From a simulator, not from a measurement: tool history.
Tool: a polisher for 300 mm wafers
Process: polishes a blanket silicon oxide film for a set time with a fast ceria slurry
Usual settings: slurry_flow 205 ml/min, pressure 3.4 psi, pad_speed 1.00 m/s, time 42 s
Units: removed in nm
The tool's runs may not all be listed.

run,hour,slurry_flow,pressure,pad_speed,time,wafers since the last listed run,wafers polished on this pad,hours since the slurry nozzle was cleaned,hours since the head pressure was calibrated,"incoming thickness of the incoming film, nm",removed
1,0.0,205,3.4,1.00,42,0,1903,447.5,149.4,2330.1,934.6
2,45.4,205,3.4,1.00,42,461,2365,492.9,194.8,2257.6,966.7
# hour 57.4: slurry nozzle cleaned
3,104.1,205,3.4,0.84,42,587,2952,46.7,253.5,2281.6,793.4
4,147.6,205,3.4,0.84,42,442,3395,90.2,297.0,2263.2,801.8
5,216.4,205,3.4,0.84,42,699,4095,159.0,365.8,2271.9,793.4
# hour 255.8: worn pad replaced by a new one
# hour 283.8: head pressure recalibrated
# hour 530.4: slurry nozzle cleaned
6,539.9,205,3.4,1.08,42,3220,2859,9.5,256.1,2263.5,1035.5
7,594.3,205,3.4,1.08,42,553,3413,63.9,310.5,2269.8,1036.2
8,668.9,205,3.4,1.08,42,758,4172,138.5,385.1,2259.8,1022.5
# hour 728.0: worn pad replaced by a new one
# hour 728.7: head pressure recalibrated
9,729.1,205,3.4,1.00,42,564,3,198.7,0.4,2273.1,956.4
10,791.0,205,3.4,1.00,42,629,633,260.6,62.3,2265.9,956.6
11,840.5,205,3.4,1.00,42,503,1137,310.1,111.8,2292.6,951.8
# hour 933.8: slurry nozzle cleaned
12,942.8,205,3.4,1.00,42,1030,2167,9.0,214.1,2299.8,974.6
13,980.0,205,3.4,1.00,42,378,2546,46.2,251.3,2245.1,964.7
14,1071.4,205,4.0,1.00,42,929,3476,137.6,342.7,2273.8,1146.3
15,1156.7,245,3.4,1.00,42,867,4344,222.9,428.0,2260.4,969.3
# hour 1183.9: head pressure recalibrated
# hour 1193.0: worn pad replaced by a new one
16,1235.1,205,2.3,1.00,42,736,428,301.3,51.2,2279.3,641.7
17,1315.8,205,2.6,1.00,51,821,1249,382.0,131.9,2279.5,890.6
# hour 1447.6: slurry nozzle cleaned
18,1460.7,205,3.4,1.00,42,1464,2713,13.1,276.8,2276.2,958.8
19,1559.5,175,4.4,0.82,32,1005,3719,111.9,375.6,2280.2,739.1
# hour 1625.7: head pressure recalibrated
20,1665.7,205,3.4,0.88,42,1060,4779,218.1,40.0,2324.6,762.0
# hour 1691.6: worn pad replaced by a new one
21,1747.2,205,3.4,1.00,42,788,565,299.6,121.5,2291.3,969.5
22,1831.3,205,3.4,1.00,42,855,1421,383.7,205.6,2302.9,961.0
23,1933.9,205,3.4,1.10,42,1043,2465,486.3,308.2,2264.6,1090.2
# hour 1938.4: slurry nozzle cleaned
24,2020.8,165,4.6,1.36,36,873,3339,82.4,395.1,2270.5,1506.7
# hour 2037.4: head pressure recalibrated
25,2065.6,205,2.8,1.00,42,435,3774,127.2,28.2,2302.0,743.0
# hour 2171.7: worn pad replaced by a new one
26,2172.2,150,3.4,1.00,50,1043,4,233.8,134.8,2276.5,1086.6
27,2229.5,205,3.4,0.84,42,582,587,291.1,192.1,2257.6,812.3

Forecast run 28:
28,2300.6,205,3.4,0.84,42,723,1310,362.2,263.2,2291.4,?

{"run 28": {"removed": 823.1}}
Without the tool's hidden state the same run would have given removed 805.5 nm.
